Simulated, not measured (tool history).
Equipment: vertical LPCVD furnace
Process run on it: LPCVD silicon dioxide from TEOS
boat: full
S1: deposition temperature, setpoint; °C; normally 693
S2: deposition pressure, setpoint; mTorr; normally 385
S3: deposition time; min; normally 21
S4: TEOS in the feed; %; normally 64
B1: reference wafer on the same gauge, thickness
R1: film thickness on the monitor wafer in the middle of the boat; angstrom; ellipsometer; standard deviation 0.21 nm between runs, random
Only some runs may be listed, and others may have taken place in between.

Run 1, hour 0: usual settings; B1 133.02. Result: R1 1498.7 angstrom.
Run 2, hour 7.6: usual settings; B1 132.98. Result: R1 1503 angstrom.
Run 3, hour 19.8: usual settings; B1 133.01. Result: R1 1504 angstrom.
Run 4, hour 27.6: usual settings; B1 132.98. Result: R1 1502.1 angstrom.
Run 5, hour 39: usual settings; B1 133.01. Result: R1 1497 angstrom.
Run 6, hour 56.5: usual settings; B1 133. Result: R1 1502.7 angstrom.
Run 7, hour 87.3: usual settings; B1 132.98. Result: R1 1509.6 angstrom.
Run 8, hour 104: usual settings; B1 133. Result: R1 1500.7 angstrom.
Run 9, hour 116.5: usual settings; B1 133.01. Result: R1 1505.9 angstrom.
Run 10, hour 134.4: usual settings; B1 132.98. Result: R1 1506.9 angstrom.
At hour 159.7: TEOS flow controller replaced.
At hour 160: pressure gauge zeroed.
Run 11, hour 160.5: usual settings but S1 700 °C, S3 18.5 min; B1 133.04. Result: R1 1561.7 angstrom.
At hour 166.7: gauge calibrated.
Run 12, hour 172.2: usual settings; B1 133.04. Result: R1 1508.6 angstrom.
At hour 200.3: thermocouples replaced and temperature profile calibrated.
Run 13, hour 200.8: usual settings but S1 705 °C, S2 290 mTorr; B1 133.02. Result: R1 1586 angstrom.

Estimate the outcome of run 14 from the log above:
Run 14, hour 205.7: usual settings but S3 28.5 min, S4 73 %; B1 ?. Result: R1 ?.

Run 14 measured B1 133.02, R1 2003 angstrom.
Were there no unlogged condition in the tool, this run, its random variation unchanged, would have produced R1 1993.4 angstrom.
